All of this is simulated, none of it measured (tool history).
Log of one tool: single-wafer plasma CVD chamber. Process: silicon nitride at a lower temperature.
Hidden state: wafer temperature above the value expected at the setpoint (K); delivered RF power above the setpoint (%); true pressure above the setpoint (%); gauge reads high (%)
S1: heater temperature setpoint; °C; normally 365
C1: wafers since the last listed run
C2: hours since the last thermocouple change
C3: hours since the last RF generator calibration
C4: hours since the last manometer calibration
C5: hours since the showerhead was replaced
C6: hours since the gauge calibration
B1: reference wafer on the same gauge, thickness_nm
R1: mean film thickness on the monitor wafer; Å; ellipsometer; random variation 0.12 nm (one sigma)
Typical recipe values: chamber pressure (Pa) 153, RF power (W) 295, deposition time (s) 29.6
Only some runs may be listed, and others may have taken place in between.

{"run": 1, "day": 0.0, "S1": 365, "chamber pressure (Pa)": 153, "RF power (W)": 295, "deposition time (s)": 29.6, "C1": 0, "C2": 1009.9, "C3": 474.3, "C4": 850.3, "C5": 1425.9, "C6": 886.3, "B1": 32.109, "R1": 300.51}
{"run": 2, "day": 3.946, "S1": 365, "chamber pressure (Pa)": 153, "RF power (W)": 295, "deposition time (s)": 29.6, "C1": 1874, "C2": 1104.6, "C3": 569.0, "C4": 945.0, "C5": 1520.6, "C6": 981.0, "B1": 32.099, "R1": 300.14}
{"run": 3, "day": 7.788, "S1": 365, "chamber pressure (Pa)": 153, "RF power (W)": 295, "deposition time (s)": 29.6, "C1": 1825, "C2": 1196.8, "C3": 661.2, "C4": 1037.2, "C5": 1612.8, "C6": 1073.2, "B1": 32.122, "R1": 299.91}
{"run": 4, "day": 11.133, "S1": 365, "chamber pressure (Pa)": 153, "RF power (W)": 295, "deposition time (s)": 29.6, "C1": 1589, "C2": 1277.1, "C3": 741.5, "C4": 1117.5, "C5": 1693.1, "C6": 1153.5, "B1": 32.099, "R1": 301.21}
{"run": 5, "day": 13.412, "S1": 369, "chamber pressure (Pa)": 153, "RF power (W)": 295, "deposition time (s)": 29.6, "C1": 1082, "C2": 1331.8, "C3": 796.2, "C4": 1172.2, "C5": 1747.8, "C6": 1208.2, "B1": 32.114, "R1": 298.71}
{"run": 6, "day": 16.833, "S1": 365, "chamber pressure (Pa)": 153, "RF power (W)": 295, "deposition time (s)": 29.6, "C1": 1625, "C2": 1413.9, "C3": 878.3, "C4": 1254.3, "C5": 1829.9, "C6": 1290.3, "B1": 32.097, "R1": 301.01}
{"day": 17.392, "done": "gauge calibrated"}
{"run": 7, "day": 19.758, "S1": 365, "chamber pressure (Pa)": 153, "RF power (W)": 295, "deposition time (s)": 29.6, "C1": 1389, "C2": 1484.1, "C3": 948.5, "C4": 1324.5, "C5": 1900.1, "C6": 56.8, "B1": 32.11, "R1": 302.08}
{"run": 8, "day": 24.233, "S1": 365, "chamber pressure (Pa)": 153, "RF power (W)": 295, "deposition time (s)": 29.6, "C1": 2126, "C2": 1591.5, "C3": 1055.9, "C4": 1431.9, "C5": 2007.5, "C6": 164.2, "B1": 32.094, "R1": 300.87}
{"run": 9, "day": 26.25, "S1": 365, "chamber pressure (Pa)": 153, "RF power (W)": 295, "deposition time (s)": 29.6, "C1": 958, "C2": 1639.9, "C3": 1104.3, "C4": 1480.3, "C5": 2055.9, "C6": 212.6, "B1": 32.112, "R1": 300.34}
{"day": 27.542, "done": "RF generator calibrated"}
{"run": 10, "day": 29.888, "S1": 365, "chamber pressure (Pa)": 153, "RF power (W)": 295, "deposition time (s)": 29.6, "C1": 1570, "C2": 1727.2, "C3": 56.3, "C4": 1567.6, "C5": 2143.2, "C6": 299.9, "B1": 32.093, "R1": 301.31}
{"run": 11, "day": 32.708, "S1": 365, "chamber pressure (Pa)": 153, "RF power (W)": 295, "deposition time (s)": 29.6, "C1": 1340, "C2": 1794.9, "C3": 124.0, "C4": 1635.3, "C5": 2210.9, "C6": 367.6, "B1": 32.119, "R1": 302.19}
{"run": 12, "day": 34.758, "S1": 365, "chamber pressure (Pa)": 153, "RF power (W)": 235, "deposition time (s)": 29.6, "C1": 974, "C2": 1844.1, "C3": 173.2, "C4": 1684.5, "C5": 2260.1, "C6": 416.8, "B1": 32.088, "R1": 253.12}
{"day": 37.917, "done": "showerhead replaced, of another model than before"}
{"run": 13, "day": 43.025, "S1": 365, "chamber pressure (Pa)": 153, "RF power (W)": 295, "deposition time (s)": 29.6, "C1": 3769, "C2": 2042.5, "C3": 371.6, "C4": 1882.9, "C5": 122.6, "C6": 615.2, "B1": 32.091, "R1": 306.25}
{"run": 14, "day": 50.154, "S1": 365, "chamber pressure (Pa)": 153, "RF power (W)": 295, "deposition time (s)": 29.6, "C1": 3387, "C2": 2213.6, "C3": 542.7, "C4": 2054.0, "C5": 293.7, "C6": 786.3, "B1": 32.128, "R1": 305.42}
{"run": 15, "day": 53.742, "S1": 365, "chamber pressure (Pa)": 153, "RF power (W)": 295, "deposition time (s)": 27.1, "C1": 1704, "C2": 2299.7, "C3": 628.8, "C4": 2140.1, "C5": 379.8, "C6": 872.4, "B1": 32.088, "R1": 279.74}
{"day": 55.4, "done": "thermocouple changed; heater temperature recalibrated"}
{"day": 58.612, "done": "gauge calibrated"}
{"day": 60.204, "done": "capacitance manometer re-zeroed and calibrated"}
{"run": 16, "day": 60.375, "S1": 365, "chamber pressure (Pa)": 141, "RF power (W)": 265, "deposition time (s)": 29.6, "C1": 2835, "C2": 119.4, "C3": 788.0, "C4": 4.1, "C5": 539.0, "C6": 42.3, "B1": 32.087, "R1": 255.31}
{"run": 17, "day": 64.471, "S1": 365, "chamber pressure (Pa)": 129, "RF power (W)": 295, "deposition time (s)": 29.6, "C1": 1946, "C2": 217.7, "C3": 886.3, "C4": 102.4, "C5": 637.3, "C6": 140.6, "B1": 32.079, "R1": 267.83}
{"run": 18, "day": 66.671, "S1": 369, "chamber pressure (Pa)": 181, "RF power (W)": 320, "deposition time (s)": 27.9, "C1": 1045, "C2": 270.5, "C3": 939.1, "C4": 155.2, "C5": 690.1, "C6": 193.4, "B1": 32.083, "R1": 328.63}
{"run": 19, "day": 70.104, "S1": 365, "chamber pressure (Pa)": 153, "RF power (W)": 295, "deposition time (s)": 29.6, "C1": 1631, "C2": 352.9, "C3": 1021.5, "C4": 237.6, "C5": 772.5, "C6": 275.8, "B1": 32.102, "R1": 294.95}
{"run": 20, "day": 82.346, "S1": 365, "chamber pressure (Pa)": 153, "RF power (W)": 295, "deposition time (s)": 29.6, "C1": 5816, "C2": 646.7, "C3": 1315.3, "C4": 531.4, "C5": 1066.3, "C6": 569.6, "B1": 32.066, "R1": 298.55}
{"run": 21, "day": 84.108, "S1": 380, "chamber pressure (Pa)": 119, "RF power (W)": 235, "deposition time (s)": 35.1, "C1": 837, "C2": 689.0, "C3": 1357.6, "C4": 573.7, "C5": 1108.6, "C6": 611.9, "B1": 32.079, "R1": 232.19}
{"day": 85.233, "done": "RF generator calibrated"}
{"run": 22, "day": 88.533, "S1": 370, "chamber pressure (Pa)": 172, "RF power (W)": 310, "deposition time (s)": 24.2, "C1": 1944, "C2": 795.2, "C3": 79.2, "C4": 679.9, "C5": 1214.8, "C6": 718.1, "B1": 32.078, "R1": 269.46}

5 ways to go on from here, each from the tool as it stands after run 22. What would each give?
{"run": "A", "day": 88.55, "S1": 365, "chamber pressure (Pa)": 153, "RF power (W)": 240, "deposition time (s)": 29.6, "C1": 7, "C2": 795.6, "C3": 79.6, "C4": 680.3, "C5": 1215.2, "C6": 718.5, "B1": "?", "R1": "?"}
{"run": "B", "day": 88.55, "S1": 365, "chamber pressure (Pa)": 153, "RF power (W)": 295, "deposition time (s)": 31.9, "C1": 7, "C2": 795.6, "C3": 79.6, "C4": 680.3, "C5": 1215.2, "C6": 718.5, "B1": "?", "R1": "?"}
{"run": "C", "day": 88.55, "S1": 357, "chamber pressure (Pa)": 153, "RF power (W)": 295, "deposition time (s)": 29.6, "C1": 7, "C2": 795.6, "C3": 79.6, "C4": 680.3, "C5": 1215.2, "C6": 718.5, "B1": "?", "R1": "?"}
{"run": "D", "day": 88.55, "S1": 365, "chamber pressure (Pa)": 119, "RF power (W)": 240, "deposition time (s)": 29.6, "C1": 7, "C2": 795.6, "C3": 79.6, "C4": 680.3, "C5": 1215.2, "C6": 718.5, "B1": "?", "R1": "?"}
{"run": "E", "day": 88.55, "S1": 365, "chamber pressure (Pa)": 140, "RF power (W)": 295, "deposition time (s)": 25.5, "C1": 7, "C2": 795.6, "C3": 79.6, "C4": 680.3, "C5": 1215.2, "C6": 718.5, "B1": "?", "R1": "?"}

run=A B1=32.084 R1=239.59
run=B B1=32.084 R1=321.44
run=C B1=32.084 R1=299.14
run=D B1=32.084 R1=203.14
run=E B1=32.084 R1=244.59
Had the tool no hidden state, the same runs would have come out as:
run=A R1=240.18
run=B R1=322.24
run=C R1=299.88
run=D R1=203.79
run=E R1=245.20
